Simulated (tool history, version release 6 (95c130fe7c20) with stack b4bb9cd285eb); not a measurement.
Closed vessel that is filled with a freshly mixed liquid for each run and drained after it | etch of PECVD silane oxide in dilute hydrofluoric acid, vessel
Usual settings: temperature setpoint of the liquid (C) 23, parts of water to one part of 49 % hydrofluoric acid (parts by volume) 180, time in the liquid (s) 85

run	hour	temperature setpoint of the liquid (C)	parts of water to one part of 49 % hydrofluoric acid (parts by volume)	time in the liquid (s)	wafers since the last listed run	hours since the thermometer was replaced	hours since the hydrofluoric acid flow meter was replaced	hours since the gauge calibration	read-back film thickness of the PECVD silane oxide reference wafer, read on the same gauge (nm)	thickness taken off the PECVD silane oxide on a monitor wafer (nm)
1	0	23	180	85	0	514.5	575.8	586.1	130.02	20.53
# hour 13.5: thermometer replaced
2	28.3	23	180	85	2154	14.8	604.1	614.4	130.04	19.39
3	59.5	23	180	85	2462	46	635.3	645.6	130.03	19.41
4	110.2	21	180	85	4001	96.7	686	696.3	130.02	18.12
5	180.7	21	180	85	5564	167.2	756.5	766.8	129.96	18.1
6	234	21	180	85	4207	220.5	809.8	820.1	130.02	18.42
7	259.7	23	180	85	2028	246.2	835.5	845.8	129.98	19.76
8	312.6	23	180	85	4175	299.1	888.4	898.7	130	20.05
9	365.7	23	180	110	4191	352.2	941.5	951.8	129.96	25.69
# hour 407.9: gauge calibrated
10	419.3	23	180	110	4230	405.8	995.1	11.4	130.03	26.48
11	472	23	230	85	4159	458.5	1047.8	64.1	130.01	15.21
12	519.6	25	180	45	3757	506.1	1095.4	111.7	130.05	11.66
13	577.2	25	180	45	4546	563.7	1153	169.3	129.97	11.75
14	608.4	23	180	85	2462	594.9	1184.2	200.5	130.06	20.94
# hour 610: thermometer replaced
15	643.5	23	180	85	2691	33.5	1219.3	235.6	129.98	19.58
16	697	20.5	100	65	4222	87	1272.8	289.1	130.03	27.29
17	760.5	23	135	85	5012	150.5	1336.3	352.6	130.04	27.99
# hour 781.1: hydrofluoric acid flow meter replaced
18	802.9	23	180	45	3267	192.9	21.8	395	129.97	10.58
19	834.3	21	180	55	2478	224.3	53.2	426.4	129.98	12
20	862.1	23	180	85	2194	252.1	81	454.2	130.02	20.2
21	897.4	23	180	120	2786	287.4	116.3	489.5	130.05	28.38
22	943.7	23	180	85	3654	333.7	162.6	535.8	129.99	20.58
23	991.6	23	100	85	3780	381.6	210.5	583.7	130	40.86
24	1016.3	18.5	235	55	1949	406.3	235.2	608.4	130.05	8.14
25	1049.9	20	235	40	2652	439.9	268.8	642	130	6.32

Forecast run 26:
26	1083.5	23	180	115	2652	473.5	302.4	675.6	?	?

read-back film thickness of the PECVD silane oxide reference wafer, read on the same gauge (nm): 129.99
thickness taken off the PECVD silane oxide on a monitor wafer (nm): 28.26
Without the tool's hidden state the same run would have given thickness taken off the PECVD silane oxide on a monitor wafer (nm) 25.96.
